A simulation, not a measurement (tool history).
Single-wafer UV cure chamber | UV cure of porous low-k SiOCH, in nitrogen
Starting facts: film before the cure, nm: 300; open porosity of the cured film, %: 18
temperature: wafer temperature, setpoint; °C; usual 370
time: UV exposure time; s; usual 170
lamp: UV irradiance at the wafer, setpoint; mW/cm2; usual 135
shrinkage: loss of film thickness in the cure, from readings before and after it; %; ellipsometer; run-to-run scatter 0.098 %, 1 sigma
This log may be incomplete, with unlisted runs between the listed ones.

run	hour	temperature	time	lamp	shrinkage
1	0	370	170	135	10.051
2	26.8	370	170	135	9.833
3	45.1	370	220	135	11.024
4	60.3	363	170	135	9.627
5	72.9	363	170	135	9.834
6	100	370	170	135	9.904
7	129.8	370	170	135	9.827
# hour 163.6: UV bulbs replaced
8	165.1	370	170	135	9.62
# hour 183.2: quartz window cleaned
9	183.7	370	170	135	10.336
10	205.6	370	170	135	10.232
11	223.1	386	80	114	6.787
12	252	386	80	114	6.782
13	265.2	370	135	135	9.378
14	278.5	370	235	135	11.548
15	313.3	385	250	122	11.536
16	325.7	354	120	152	8.873
17	359.6	390	215	163	12.023
18	376.2	370	170	135	9.929
19	394.2	370	170	135	10.061
20	427.3	370	120	135	8.551
21	445.9	387	225	148	11.799

Branching from run 21: 5 alternative next runs. What would each branch give?
A	446.4	370	170	157	?
B	446.4	389	170	162	?
C	446.4	370	215	135	?
D	446.4	376	255	147	?
E	446.4	376	170	113	?

run	shrinkage
A	10.477
B	10.935
C	10.829
D	12.03
E	9.233
Without the tool's unlogged condition, the same runs would have read:
run	shrinkage
A	10.827
B	11.289
C	11.182
D	12.393
E	9.57
